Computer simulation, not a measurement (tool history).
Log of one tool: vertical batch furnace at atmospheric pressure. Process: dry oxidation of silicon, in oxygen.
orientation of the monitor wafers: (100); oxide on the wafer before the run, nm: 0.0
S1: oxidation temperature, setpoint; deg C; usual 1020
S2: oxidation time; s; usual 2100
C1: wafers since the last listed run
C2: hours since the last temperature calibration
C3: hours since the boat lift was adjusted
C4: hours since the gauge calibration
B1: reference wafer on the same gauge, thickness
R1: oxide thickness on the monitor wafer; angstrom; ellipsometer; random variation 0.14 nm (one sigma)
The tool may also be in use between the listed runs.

run	hour	S1	S2	C1	C2	C3	C4	B1	R1
1	0	1020	2100	0	3717.1	2088.2	2834.1	53.65	470.8
2	128.5	1020	2100	2122	3845.6	2216.7	2962.6	53.6	472.5
3	195.9	1033	1890	1113	3913	2284.1	3030	53.61	495.9
4	228.3	1033	1890	535	3945.4	2316.5	3062.4	53.6	497
5	280.3	1033	1890	858	3997.4	2368.5	3114.4	53.52	494.9
6	316.1	1020	2880	591	4033.2	2404.3	3150.2	53.64	573.4
7	341.5	1020	2880	419	4058.6	2429.7	3175.6	53.61	572
8	407.9	1020	2880	1096	4125	2496.1	3242	53.64	570.4
# hour 459.7: thermocouples replaced and temperature profile calibrated
9	461.4	1020	2100	487	1.7	2549.6	3295.5	53.58	461.5
10	528.7	1020	2100	1111	69	2616.9	3362.8	53.63	457.4
# hour 650.1: gauge calibrated
# hour 749.9: boat lift adjusted
11	750.4	1020	2100	3265	290.7	0.5	100.3	53.52	471.6
12	781.8	1020	2100	518	322.1	31.9	131.7	53.53	471.2
13	834.3	1020	2100	867	374.6	84.4	184.2	53.63	473.7
14	902.1	1020	2100	1119	442.4	152.2	252	53.59	472.2
15	939.7	1020	2100	620	480	189.8	289.6	53.62	468.9
16	974.7	1020	2100	578	515	224.8	324.6	53.65	471.4
17	1045.2	1040	3120	1164	585.5	295.3	395.1	53.67	719
18	1096	1041	2100	838	636.3	346.1	445.9	53.67	565
19	1153.4	1034	3000	947	693.7	403.5	503.3	53.55	662.7
20	1200.3	1043	2370	774	740.6	450.4	550.2	53.63	619.7
21	1254.4	1020	2940	893	794.7	504.5	604.3	53.66	578.4
22	1287.4	1001	1260	545	827.7	537.5	637.3	53.57	294.6
23	1313.6	1020	2100	432	853.9	563.7	663.5	53.53	467.9

Forecast run 24:
24	1354.3	1036	1710	672	894.6	604.4	704.2	?	?

B1: 53.65
R1: 481.1 angstrom
Without the tool's hidden state the same run would have given R1 483.3 angstrom.
